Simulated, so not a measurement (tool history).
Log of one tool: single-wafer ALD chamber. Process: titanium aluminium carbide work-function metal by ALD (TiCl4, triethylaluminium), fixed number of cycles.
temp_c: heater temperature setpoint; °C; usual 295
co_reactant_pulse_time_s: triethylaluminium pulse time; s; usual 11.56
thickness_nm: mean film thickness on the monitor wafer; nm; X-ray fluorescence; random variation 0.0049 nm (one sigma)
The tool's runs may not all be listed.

run,hour,temp_c,co_reactant_pulse_time_s,"read-back reference wafer on the same gauge, thickness_nm",thickness_nm
1,0,295,11.56,1.648,1.986
2,16,295,11.56,1.65,1.988
3,24.6,295,11.56,1.649,1.984
4,37.1,295,11.56,1.651,1.989
5,52.2,295,11.56,1.653,1.982
# hour 67.8: triethylaluminium bottle replaced
6,68.3,295,11.56,1.653,1.993
7,71.6,295,11.56,1.652,1.996
8,88.2,295,11.56,1.654,1.996
# hour 88.8: gauge calibrated
9,98.4,295,12.99,1.642,1.992
# hour 112.1: thermocouple changed; heater temperature recalibrated
10,112.6,295,11.56,1.642,1.976
11,127,295,6.94,1.643,1.883
12,142.5,301,13.16,1.644,2.056
# hour 161.4: showerhead replaced
13,161.9,295,11.56,1.646,1.978
14,162.2,284,13.44,1.645,1.886
15,170.8,295,8.67,1.646,1.935
16,184.2,295,8.94,1.647,1.946
17,200.7,295,11.56,1.648,1.987
18,207.5,295,11.56,1.649,1.984
19,214.8,285,14.57,1.649,1.895
20,224.8,295,11.56,1.649,1.977

Hidden state or all else? Some run-to-run changes of thickness_nm, split into what the settings, what came in and random variation would give without the hidden state, and what is left for the hidden state (with any gauge scatter that isn't in both results):
The hidden state here: wafer temperature above the value expected at the setpoint (K); triethylaluminium dose above that of a fresh bottle (%); gauge reads high (%).
Run 8 -> 9: co_reactant_pulse_time_s 11.56 -> 12.99, gauge calibrated. thickness_nm -0.004 nm: hidden state -0.015, all else +0.011.
Run 10 -> 11: co_reactant_pulse_time_s 11.56 -> 6.94. thickness_nm -0.093 nm: hidden state +0.001, all else -0.094.
Run 11 -> 12: temp_c 295 -> 301, co_reactant_pulse_time_s 6.94 -> 13.16. thickness_nm +0.173 nm: hidden state +0.002, all else +0.171.
